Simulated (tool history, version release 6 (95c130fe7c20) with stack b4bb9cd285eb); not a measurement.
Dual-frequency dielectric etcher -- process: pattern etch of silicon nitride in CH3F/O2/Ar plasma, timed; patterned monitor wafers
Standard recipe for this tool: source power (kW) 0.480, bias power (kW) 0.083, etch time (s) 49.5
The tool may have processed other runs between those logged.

run	hour	source power (kW)	bias power (kW)	etch time (s)	wafers since the last listed run	hours since the last wet clean	hours since the last source power generator calibration	hours since the last bias power generator calibration	hours since the last upper electrode change	hours since the gauge calibration	read-back reference wafer on the same gauge, depth_nm	mean etch depth across the wafer (Å)
1	0.0	0.480	0.083	49.5	0	156.4	2511.3	2630.2	5833.9	954.2	37.88	421.5
2	15.6	0.480	0.083	49.5	127	172.0	2526.9	2645.8	5849.5	969.8	37.84	418.5
3	35.4	0.480	0.083	49.5	162	191.8	2546.7	2665.6	5869.3	989.6	37.91	424.0
4	55.7	0.480	0.083	49.5	166	212.1	2567.0	2685.9	5889.6	1009.9	37.87	416.4
5	74.3	0.560	0.095	49.5	152	230.7	2585.6	2704.5	5908.2	1028.5	37.98	462.3
6	94.4	0.560	0.095	49.5	164	250.8	2605.7	2724.6	5928.3	1048.6	37.85	460.6
# hour 107.4: source power generator calibrated
7	124.2	0.480	0.083	49.5	211	280.6	16.8	2754.4	5958.1	1078.4	37.88	416.6
8	156.6	0.440	0.083	63.0	265	313.0	49.2	2786.8	5990.5	1110.8	37.83	514.5
9	181.2	0.480	0.088	63.0	201	337.6	73.8	2811.4	6015.1	1135.4	37.88	541.5
# hour 200.7: gauge calibrated
10	204.7	0.480	0.083	49.5	192	361.1	97.3	2834.9	6038.6	4.0	37.87	418.5
11	234.7	0.590	0.083	49.5	245	391.1	127.3	2864.9	6068.6	34.0	37.89	446.4
12	282.6	0.480	0.083	42.0	392	439.0	175.2	2912.8	6116.5	81.9	37.83	354.5
13	303.3	0.480	0.083	49.5	169	459.7	195.9	2933.5	6137.2	102.6	37.88	412.5
14	339.2	0.480	0.083	49.5	294	495.6	231.8	2969.4	6173.1	138.5	37.92	413.8
# hour 345.4: bias power generator calibrated
# hour 460.3: wet clean of the chamber
# hour 465.5: upper electrode replaced
15	466.0	0.360	0.089	63.0	766	5.7	358.6	120.6	0.5	265.3	37.97	493.8
16	469.3	0.520	0.096	45.0	27	9.0	361.9	123.9	3.8	268.6	37.78	419.4
17	504.3	0.480	0.083	49.5	286	44.0	396.9	158.9	38.8	303.6	37.88	418.9
18	527.5	0.480	0.083	60.5	190	67.2	420.1	182.1	62.0	326.8	37.94	518.3
19	563.3	0.440	0.083	63.0	293	103.0	455.9	217.9	97.8	362.6	37.88	517.3
20	594.1	0.480	0.083	63.0	252	133.8	486.7	248.7	128.6	393.4	37.89	536.7
21	624.0	0.590	0.090	62.5	244	163.7	516.6	278.6	158.5	423.3	37.89	586.4
22	651.9	0.580	0.083	55.0	228	191.6	544.5	306.5	186.4	451.2	37.92	500.8
23	685.3	0.480	0.083	49.5	273	225.0	577.9	339.9	219.8	484.6	37.88	415.6
24	700.5	0.520	0.083	35.5	124	240.2	593.1	355.1	235.0	499.8	37.87	306.1
25	727.3	0.480	0.074	44.5	219	267.0	619.9	381.9	261.8	526.6	37.89	360.3
26	758.0	0.480	0.083	49.5	251	297.7	650.6	412.6	292.5	557.3	37.93	417.7
27	784.5	0.480	0.083	49.5	217	324.2	677.1	439.1	319.0	583.8	37.78	413.1
28	810.5	0.480	0.083	40.5	212	350.2	703.1	465.1	345.0	609.8	37.92	338.3
29	824.3	0.520	0.068	35.5	113	364.0	716.9	478.9	358.8	623.6	37.90	288.1

Below, each run's measurement less what the same run would have read without the hidden state. Both values contain the same run-to-run variation, but the gauge's scatter may not be the same in both:
Unlogged tool condition in this case: etch rate over this chamber's usual, %; source power that arrives over what is set, %; bias power that arrives over what is set, %; gauge reads high (%).
run	mean etch depth across the wafer (Å)
1	-1.7
2	-2.0
3	-2.5
4	-3.0
5	-3.8
6	-4.3
7	-4.7
8	-6.8
9	-7.9
10	-6.6
11	-7.9
12	-7.3
13	-9.0
14	-9.9
15	+1.1
16	+0.9
17	+0.0
18	-0.7
19	-1.7
20	-2.8
21	-4.1
22	-4.3
23	-4.3
24	-3.4
25	-4.7
26	-6.1
27	-6.7
28	-6.0
29	-5.3
